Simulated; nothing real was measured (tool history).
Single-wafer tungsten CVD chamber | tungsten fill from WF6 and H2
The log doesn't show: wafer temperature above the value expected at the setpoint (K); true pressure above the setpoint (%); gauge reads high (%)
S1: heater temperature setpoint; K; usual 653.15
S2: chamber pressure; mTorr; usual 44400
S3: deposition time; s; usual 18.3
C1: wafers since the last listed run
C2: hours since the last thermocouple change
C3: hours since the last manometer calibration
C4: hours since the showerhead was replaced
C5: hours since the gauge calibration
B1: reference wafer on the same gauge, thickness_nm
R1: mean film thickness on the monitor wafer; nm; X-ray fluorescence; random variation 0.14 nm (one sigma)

{"run": 1, "hour": 0.0, "S1": 653.15, "S2": 44400, "S3": 18.3, "C1": 0, "C2": 1492.4, "C3": 1654.7, "C4": 3118.9, "C5": 1181.4, "B1": 36.301, "R1": 43.561}
{"run": 2, "hour": 105.4, "S1": 653.15, "S2": 44400, "S3": 18.3, "C1": 1867, "C2": 1597.8, "C3": 1760.1, "C4": 3224.3, "C5": 1286.8, "B1": 36.3, "R1": 43.519}
{"run": 3, "hour": 171.9, "S1": 653.15, "S2": 44400, "S3": 18.3, "C1": 1178, "C2": 1664.3, "C3": 1826.6, "C4": 3290.8, "C5": 1353.3, "B1": 36.299, "R1": 43.432}
{"run": 4, "hour": 229.8, "S1": 653.15, "S2": 44400, "S3": 18.3, "C1": 1025, "C2": 1722.2, "C3": 1884.5, "C4": 3348.7, "C5": 1411.2, "B1": 36.305, "R1": 43.983}
{"run": 5, "hour": 270.1, "S1": 653.15, "S2": 44400, "S3": 18.3, "C1": 714, "C2": 1762.5, "C3": 1924.8, "C4": 3389.0, "C5": 1451.5, "B1": 36.299, "R1": 43.489}
{"run": 6, "hour": 344.6, "S1": 653.15, "S2": 44400, "S3": 16.9, "C1": 1320, "C2": 1837.0, "C3": 1999.3, "C4": 3463.5, "C5": 1526.0, "B1": 36.307, "R1": 40.452}
{"run": 7, "hour": 445.1, "S1": 653.15, "S2": 44400, "S3": 16.8, "C1": 1780, "C2": 1937.5, "C3": 2099.8, "C4": 3564.0, "C5": 1626.5, "B1": 36.298, "R1": 40.157}
{"run": 8, "hour": 482.7, "S1": 653.15, "S2": 44400, "S3": 16.8, "C1": 666, "C2": 1975.1, "C3": 2137.4, "C4": 3601.6, "C5": 1664.1, "B1": 36.325, "R1": 39.941}
{"run": 9, "hour": 584.4, "S1": 653.15, "S2": 44400, "S3": 16.8, "C1": 1802, "C2": 2076.8, "C3": 2239.1, "C4": 3703.3, "C5": 1765.8, "B1": 36.301, "R1": 40.179}
{"run": 10, "hour": 638.0, "S1": 653.15, "S2": 44400, "S3": 19.2, "C1": 949, "C2": 2130.4, "C3": 2292.7, "C4": 3756.9, "C5": 1819.4, "B1": 36.297, "R1": 45.87}
{"run": 11, "hour": 723.2, "S1": 661.15, "S2": 44400, "S3": 18.3, "C1": 1509, "C2": 2215.6, "C3": 2377.9, "C4": 3842.1, "C5": 1904.6, "B1": 36.297, "R1": 52.036}
{"run": 12, "hour": 864.0, "S1": 661.15, "S2": 44400, "S3": 18.3, "C1": 2494, "C2": 2356.4, "C3": 2518.7, "C4": 3982.9, "C5": 2045.4, "B1": 36.286, "R1": 51.824}
{"hour": 893.9, "done": "showerhead replaced"}
{"run": 13, "hour": 908.8, "S1": 643.15, "S2": 44400, "S3": 18.3, "C1": 652, "C2": 2401.2, "C3": 2563.5, "C4": 14.9, "C5": 2090.2, "B1": 36.315, "R1": 35.408}
{"hour": 953.2, "done": "gauge calibrated"}
{"run": 14, "hour": 960.1, "S1": 661.15, "S2": 34000, "S3": 18.3, "C1": 909, "C2": 2452.5, "C3": 2614.8, "C4": 66.2, "C5": 6.9, "B1": 36.268, "R1": 45.752}
{"run": 15, "hour": 1040.1, "S1": 660.15, "S2": 47400, "S3": 19.7, "C1": 1417, "C2": 2532.5, "C3": 2694.8, "C4": 146.2, "C5": 86.9, "B1": 36.319, "R1": 56.498}
{"run": 16, "hour": 1122.8, "S1": 642.15, "S2": 44400, "S3": 16.5, "C1": 1465, "C2": 2615.2, "C3": 2777.5, "C4": 228.9, "C5": 169.6, "B1": 36.267, "R1": 31.272}
{"hour": 1152.6, "done": "thermocouple changed; heater temperature recalibrated"}
{"run": 17, "hour": 1230.3, "S1": 653.15, "S2": 44400, "S3": 18.3, "C1": 1763, "C2": 77.7, "C3": 2885.0, "C4": 336.4, "C5": 277.1, "B1": 36.322, "R1": 44.304}
{"run": 18, "hour": 1283.2, "S1": 653.15, "S2": 40300, "S3": 18.3, "C1": 937, "C2": 130.6, "C3": 2937.9, "C4": 389.3, "C5": 330.0, "B1": 36.316, "R1": 42.219}
{"run": 19, "hour": 1327.7, "S1": 653.15, "S2": 38600, "S3": 18.3, "C1": 788, "C2": 175.1, "C3": 2982.4, "C4": 433.8, "C5": 374.5, "B1": 36.301, "R1": 41.121}
{"run": 20, "hour": 1399.1, "S1": 641.15, "S2": 44400, "S3": 20.0, "C1": 1265, "C2": 246.5, "C3": 3053.8, "C4": 505.2, "C5": 445.9, "B1": 36.284, "R1": 37.424}
{"hour": 1439.9, "done": "capacitance manometer re-zeroed and calibrated"}
{"run": 21, "hour": 1446.7, "S1": 653.15, "S2": 41500, "S3": 18.3, "C1": 701, "C2": 294.1, "C3": 6.8, "C4": 552.8, "C5": 493.5, "B1": 36.309, "R1": 41.544}
{"run": 22, "hour": 1504.5, "S1": 668.15, "S2": 37300, "S3": 18.3, "C1": 1024, "C2": 351.9, "C3": 64.6, "C4": 610.6, "C5": 551.3, "B1": 36.307, "R1": 53.48}
{"run": 23, "hour": 1662.5, "S1": 662.15, "S2": 41600, "S3": 15.0, "C1": 2799, "C2": 509.9, "C3": 222.6, "C4": 768.6, "C5": 709.3, "B1": 36.307, "R1": 41.032}
{"run": 24, "hour": 1726.6, "S1": 653.15, "S2": 44400, "S3": 18.3, "C1": 1135, "C2": 574.0, "C3": 286.7, "C4": 832.7, "C5": 773.4, "B1": 36.298, "R1": 42.839}
{"run": 25, "hour": 1799.6, "S1": 667.15, "S2": 44400, "S3": 19.8, "C1": 1293, "C2": 647.0, "C3": 359.7, "C4": 905.7, "C5": 846.4, "B1": 36.295, "R1": 61.724}
{"run": 26, "hour": 1904.3, "S1": 659.15, "S2": 54100, "S3": 17.4, "C1": 1855, "C2": 751.7, "C3": 464.4, "C4": 1010.4, "C5": 951.1, "B1": 36.297, "R1": 50.468}

Forecast each of these 5 alternatives for the next run:
{"run": "A", "hour": 1904.7, "S1": 653.15, "S2": 44400, "S3": 18.3, "C1": 7, "C2": 752.1, "C3": 464.8, "C4": 1010.8, "C5": 951.5, "B1": "?", "R1": "?"}
{"run": "B", "hour": 1904.7, "S1": 645.15, "S2": 44400, "S3": 18.3, "C1": 7, "C2": 752.1, "C3": 464.8, "C4": 1010.8, "C5": 951.5, "B1": "?", "R1": "?"}
{"run": "C", "hour": 1904.7, "S1": 662.15, "S2": 38400, "S3": 19.8, "C1": 7, "C2": 752.1, "C3": 464.8, "C4": 1010.8, "C5": 951.5, "B1": "?", "R1": "?"}
{"run": "D", "hour": 1904.7, "S1": 653.15, "S2": 54900, "S3": 18.3, "C1": 7, "C2": 752.1, "C3": 464.8, "C4": 1010.8, "C5": 951.5, "B1": "?", "R1": "?"}
{"run": "E", "hour": 1904.7, "S1": 641.15, "S2": 35400, "S3": 20.7, "C1": 7, "C2": 752.1, "C3": 464.8, "C4": 1010.8, "C5": 951.5, "B1": "?", "R1": "?"}

run=A B1=36.307 R1=42.870
run=B B1=36.307 R1=36.093
run=C B1=36.307 R1=52.237
run=D B1=36.307 R1=47.209
run=E B1=36.307 R1=33.639
Without the tool's hidden state the same runs would have given:
run=A R1=42.765
run=B R1=36.005
run=C R1=52.105
run=D R1=47.096
run=E R1=33.554

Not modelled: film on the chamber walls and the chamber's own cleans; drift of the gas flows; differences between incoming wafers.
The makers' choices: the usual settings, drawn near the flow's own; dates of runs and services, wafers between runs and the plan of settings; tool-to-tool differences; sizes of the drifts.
